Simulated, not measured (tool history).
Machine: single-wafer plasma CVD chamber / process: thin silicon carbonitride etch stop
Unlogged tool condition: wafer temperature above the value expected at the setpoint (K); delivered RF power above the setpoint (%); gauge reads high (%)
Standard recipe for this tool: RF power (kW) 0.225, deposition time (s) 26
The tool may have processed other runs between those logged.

run,hour,RF power (kW),deposition time (s),wafers since the last listed run,hours since the last thermocouple change,hours since the last RF generator calibration,hours since the showerhead was replaced,hours since the gauge calibration,"read-back reference wafer on the same gauge, thickness_nm",mean film thickness on the monitor wafer (Å)
1,0,0.225,28.3,0,993,1659.3,4985.9,967.7,14.101,168.73
2,48.7,0.225,26,1070,1041.7,1708,5034.6,1016.4,14.097,155.01
3,147.8,0.225,26,2177,1140.8,1807.1,5133.7,1115.5,14.101,155.14
# hour 216.6: RF generator calibrated
4,217.1,0.225,26,1347,1210.1,0.5,5203,1184.8,14.096,157.37
5,306.7,0.225,27.3,1968,1299.7,90.1,5292.6,1274.4,14.099,165.01
6,382.6,0.21,23.5,1667,1375.6,166,5368.5,1350.3,14.095,138.74
7,451.1,0.21,23.5,1505,1444.1,234.5,5437,1418.8,14.104,138.57
8,504.2,0.21,23.5,1166,1497.2,287.6,5490.1,1471.9,14.104,138.22
9,541.9,0.225,26,828,1534.9,325.3,5527.8,1509.6,14.106,156.16
10,592.1,0.225,26,1103,1585.1,375.5,5578,1559.8,14.097,156.4
11,663.3,0.225,26,1564,1656.3,446.7,5649.2,1631,14.098,156.56
12,701.6,0.225,26,841,1694.6,485,5687.5,1669.3,14.098,156.3
13,750.6,0.26,26,1076,1743.6,534,5736.5,1718.3,14.105,163.1
# hour 792.6: thermocouple changed; heater temperature recalibrated
14,832.4,0.225,26,1621,39.8,615.8,5818.3,1800.1,14.097,155.95
15,895.4,0.225,27.6,1384,102.8,678.8,5881.3,1863.1,14.102,165.57
16,932.7,0.225,26,819,140.1,716.1,5918.6,1900.4,14.102,156.13
# hour 976.6: showerhead replaced
17,993.7,0.225,26,1164,201.1,777.1,17.1,1961.4,14.093,155.31
# hour 1056.8: gauge calibrated
18,1082.7,0.195,21.4,1955,290.1,866.1,106.1,25.9,14.101,122.69
19,1177.2,0.195,21,2076,384.6,960.6,200.6,120.4,14.101,120.18
20,1278,0.24,27.4,2215,485.4,1061.4,301.4,221.2,14.105,167.61
21,1337.4,0.225,30.8,1305,544.8,1120.8,360.8,280.6,14.098,184.44
22,1426.2,0.225,28.2,1951,633.6,1209.6,449.6,369.4,14.104,168.45
23,1508.5,0.265,26,1808,715.9,1291.9,531.9,451.7,14.099,163.24
24,1555,0.265,21.5,1021,762.4,1338.4,578.4,498.2,14.095,134.91
25,1622.2,0.27,21.5,1476,829.6,1405.6,645.6,565.4,14.1,135.54
26,1721.6,0.225,28.3,2184,929,1505,745,664.8,14.104,169.02
27,1761.7,0.185,26,881,969.1,1545.1,785.1,704.9,14.099,146.93
28,1799,0.25,21.5,819,1006.4,1582.4,822.4,742.2,14.096,132.95
29,1854.5,0.225,26,1219,1061.9,1637.9,877.9,797.7,14.099,155.29
30,1958.9,0.245,26,2294,1166.3,1742.3,982.3,902.1,14.099,159.19

Run 31 is up next; what results do you expect?
31,2066.8,0.225,24.7,2371,1274.2,1850.2,1090.2,1010,?,?

{"run 31": {"read-back reference wafer on the same gauge, thickness_nm": 14.101, "mean film thickness on the monitor wafer (Å)": 147.86}}
With the hidden condition absent and the run-to-run variation left alone, this run would have shown mean film thickness on the monitor wafer (Å) 149.67.
